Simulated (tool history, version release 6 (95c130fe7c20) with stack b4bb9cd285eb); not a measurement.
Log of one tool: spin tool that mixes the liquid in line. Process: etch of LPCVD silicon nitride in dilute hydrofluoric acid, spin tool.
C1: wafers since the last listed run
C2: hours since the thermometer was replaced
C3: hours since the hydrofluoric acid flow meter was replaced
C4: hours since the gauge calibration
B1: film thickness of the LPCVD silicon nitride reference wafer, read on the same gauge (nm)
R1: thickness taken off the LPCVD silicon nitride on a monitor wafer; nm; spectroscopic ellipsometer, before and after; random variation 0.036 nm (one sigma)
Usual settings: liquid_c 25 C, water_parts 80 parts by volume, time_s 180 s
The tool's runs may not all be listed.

run 1 hour=0 | liquid_c=27.5 water_parts=80 time_s=180 | C1=0 C2=1744 C3=1750 C4=95.3 | B1=149.998 | R1=1.548
run 2 hour=22.6 | liquid_c=27.5 water_parts=80 time_s=180 | C1=95 C2=1766.6 C3=1772.6 C4=117.9 | B1=150.056 | R1=1.514
run 3 hour=36.4 | liquid_c=25 water_parts=80 time_s=180 | C1=58 C2=1780.4 C3=1786.4 C4=131.7 | B1=149.965 | R1=1.304
run 4 hour=48.6 | liquid_c=25 water_parts=80 time_s=180 | C1=51 C2=1792.6 C3=1798.6 C4=143.9 | B1=150.068 | R1=1.28
run 5 hour=58.3 | liquid_c=25 water_parts=80 time_s=180 | C1=41 C2=1802.3 C3=1808.3 C4=153.6 | B1=150.032 | R1=1.196
run 6 hour=65.3 | liquid_c=26.5 water_parts=80 time_s=180 | C1=29 C2=1809.3 C3=1815.3 C4=160.6 | B1=149.992 | R1=1.367
-- hour=70.2 gauge calibrated
-- hour=76.6 thermometer replaced
run 7 hour=77.8 | liquid_c=26.5 water_parts=80 time_s=180 | C1=48 C2=1.2 C3=1827.8 C4=7.6 | B1=150.03 | R1=1.442
-- hour=83.6 hydrofluoric acid flow meter replaced
run 8 hour=94 | liquid_c=26.5 water_parts=80 time_s=180 | C1=64 C2=17.4 C3=10.4 C4=23.8 | B1=150.021 | R1=1.414
run 9 hour=107.1 | liquid_c=25 water_parts=80 time_s=180 | C1=55 C2=30.5 C3=23.5 C4=36.9 | B1=150.007 | R1=1.232
run 10 hour=120.8 | liquid_c=25 water_parts=110 time_s=180 | C1=58 C2=44.2 C3=37.2 C4=50.6 | B1=150.026 | R1=0.962
run 11 hour=129.5 | liquid_c=25 water_parts=80 time_s=180 | C1=36 C2=52.9 C3=45.9 C4=59.3 | B1=150.073 | R1=1.276
run 12 hour=141.8 | liquid_c=28 water_parts=95 time_s=180 | C1=52 C2=65.2 C3=58.2 C4=71.6 | B1=149.998 | R1=1.318
run 13 hour=151.6 | liquid_c=26.5 water_parts=45 time_s=120 | C1=41 C2=75 C3=68 C4=81.4 | B1=149.936 | R1=1.663
run 14 hour=169.3 | liquid_c=22 water_parts=95 time_s=115 | C1=74 C2=92.7 C3=85.7 C4=99.1 | B1=150.015 | R1=0.559
run 15 hour=185.8 | liquid_c=20.5 water_parts=50 time_s=180 | C1=69 C2=109.2 C3=102.2 C4=115.6 | B1=150.006 | R1=1.465
run 16 hour=193.9 | liquid_c=25 water_parts=60 time_s=180 | C1=34 C2=117.3 C3=110.3 C4=123.7 | B1=149.991 | R1=1.717

4 ways to go on from here, each from the tool as it stands after run 16. What would each give?
run A hour=194.4 | liquid_c=25 water_parts=80 time_s=80 | C1=2 C2=117.8 C3=110.8 C4=124.2 | B1=? | R1=?
run B hour=194.4 | liquid_c=26.5 water_parts=115 time_s=265 | C1=2 C2=117.8 C3=110.8 C4=124.2 | B1=? | R1=?
run C hour=194.4 | liquid_c=22 water_parts=80 time_s=180 | C1=2 C2=117.8 C3=110.8 C4=124.2 | B1=? | R1=?
run D hour=194.4 | liquid_c=26.5 water_parts=70 time_s=100 | C1=2 C2=117.8 C3=110.8 C4=124.2 | B1=? | R1=?

run=A B1=149.997 R1=0.596
run=B B1=149.997 R1=1.52
run=C B1=149.997 R1=1.098
run=D B1=149.997 R1=0.939
Without the tool's hidden state the same runs would have given:
run=A R1=0.596
run=B R1=1.52
run=C R1=1.098
run=D R1=0.939

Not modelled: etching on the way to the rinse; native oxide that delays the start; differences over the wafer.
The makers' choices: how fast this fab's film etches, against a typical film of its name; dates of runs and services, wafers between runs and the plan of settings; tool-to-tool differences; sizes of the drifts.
